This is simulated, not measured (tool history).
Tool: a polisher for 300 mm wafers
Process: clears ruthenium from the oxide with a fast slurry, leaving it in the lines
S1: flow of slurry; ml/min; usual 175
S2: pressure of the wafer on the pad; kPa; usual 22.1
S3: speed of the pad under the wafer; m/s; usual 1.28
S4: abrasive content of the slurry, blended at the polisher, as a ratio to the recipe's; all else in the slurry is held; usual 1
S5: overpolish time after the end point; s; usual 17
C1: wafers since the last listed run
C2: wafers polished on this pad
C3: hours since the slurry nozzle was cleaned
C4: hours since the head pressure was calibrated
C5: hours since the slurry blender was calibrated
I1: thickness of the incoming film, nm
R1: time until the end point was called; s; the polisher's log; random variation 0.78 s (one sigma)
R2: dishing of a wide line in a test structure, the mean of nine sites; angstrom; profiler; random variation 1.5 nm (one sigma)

| run | day | S1 | S2 | S3 | S4 | S5 | C1 | C2 | C3 | C4 | C5 | I1 | R1 | R2 |
|---|---|---|---|---|---|---|---|---|---|---|---|---|---|---|
| 1 | 0 | 215 | 24.8 | 1.28 | 1 | 17 | 0 | 1000 | 225.4 | 1041.7 | 13.7 | 300.9 | 44.7 | 923 |
| 2 | 0.933 | 215 | 24.8 | 1.28 | 1 | 17 | 162 | 1163 | 247.8 | 1064.1 | 36.1 | 302.3 | 46.8 | 917 |
| 3 | 1.504 | 215 | 24.8 | 1.28 | 1 | 17 | 99 | 1263 | 261.5 | 1077.8 | 49.8 | 300.5 | 44.3 | 945 |
|  | 2.362 | worn pad replaced by a new one |
| 4 | 2.858 | 175 | 22.1 | 1.28 | 1 | 22 | 207 | 86 | 294 | 1110.3 | 82.3 | 295.1 | 51.5 | 1009 |
| 5 | 3.45 | 155 | 22.1 | 1.28 | 1 | 17 | 103 | 189 | 308.2 | 1124.5 | 96.5 | 298.7 | 51.9 | 835 |
| 6 | 4.721 | 175 | 22.1 | 1.28 | 1 | 17 | 221 | 411 | 338.7 | 1155 | 127 | 298.7 | 51.4 | 829 |
| 7 | 5.904 | 175 | 22.1 | 1.28 | 1 | 17 | 206 | 618 | 367.1 | 1183.4 | 155.4 | 298.1 | 50 | 817 |
| 8 | 6.417 | 175 | 22.1 | 1.28 | 1 | 17 | 89 | 707 | 379.4 | 1195.7 | 167.7 | 303.7 | 50.9 | 832 |
|  | 7.425 | head pressure recalibrated |
| 9 | 7.446 | 175 | 22.1 | 1.28 | 1 | 17 | 165 | 872 | 404.1 | 0.5 | 192.4 | 301.1 | 51.1 | 821 |
| 10 | 7.979 | 175 | 22.1 | 1.7 | 0.8 | 25 | 93 | 965 | 416.9 | 13.3 | 205.2 | 300.2 | 42.7 | 1346 |
|  | 8.754 | slurry blender recalibrated |
|  | 9.112 | slurry nozzle cleaned |
| 11 | 9.417 | 205 | 22.1 | 1.28 | 1 | 12 | 229 | 1195 | 7.3 | 47.8 | 15.9 | 302.6 | 51.6 | 606 |
| 12 | 10.196 | 175 | 22.1 | 1.16 | 1 | 17 | 136 | 1331 | 26 | 66.5 | 34.6 | 300.6 | 57.5 | 747 |
| 13 | 10.938 | 175 | 22.1 | 1.28 | 1 | 17 | 129 | 1460 | 43.8 | 84.3 | 52.4 | 306.7 | 52.2 | 835 |
|  | 11.442 | worn pad replaced by a new one |
| 14 | 12.1 | 175 | 22.1 | 0.9 | 1 | 17 | 173 | 114 | 71.7 | 112.2 | 80.3 | 298.6 | 72.4 | 611 |
| 15 | 12.688 | 175 | 22.1 | 1.28 | 1 | 17 | 102 | 217 | 85.8 | 126.3 | 94.4 | 304.3 | 51.5 | 834 |
| 16 | 13.642 | 175 | 22.1 | 1.6 | 1 | 23 | 166 | 384 | 108.7 | 149.2 | 117.3 | 300.3 | 42.5 | 1268 |
| 17 | 14.946 | 195 | 22.1 | 1.28 | 1 | 20 | 227 | 611 | 140 | 180.5 | 148.6 | 299.3 | 50.7 | 969 |
| 18 | 15.608 | 175 | 22.1 | 1.28 | 1 | 17 | 115 | 727 | 155.9 | 196.4 | 164.5 | 305 | 52 | 825 |
| 19 | 16.354 | 175 | 22.1 | 1.28 | 1 | 17 | 130 | 857 | 173.8 | 214.3 | 182.4 | 299.7 | 52.2 | 844 |

Hidden state at the last listed run before each entry between runs and at the first one after, where it differs:
Between runs 3 and 4: worn pad replaced by a new one (day 2.362)
  no hidden state differs between the two runs
Between runs 8 and 9: head pressure recalibrated (day 7.425)
  no hidden state differs between the two runs
Between runs 10 and 11: slurry blender recalibrated (day 8.754); slurry nozzle cleaned (day 9.112)
  no hidden state differs between the two runs
Between runs 13 and 14: worn pad replaced by a new one (day 11.442)
  no hidden state differs between the two runs
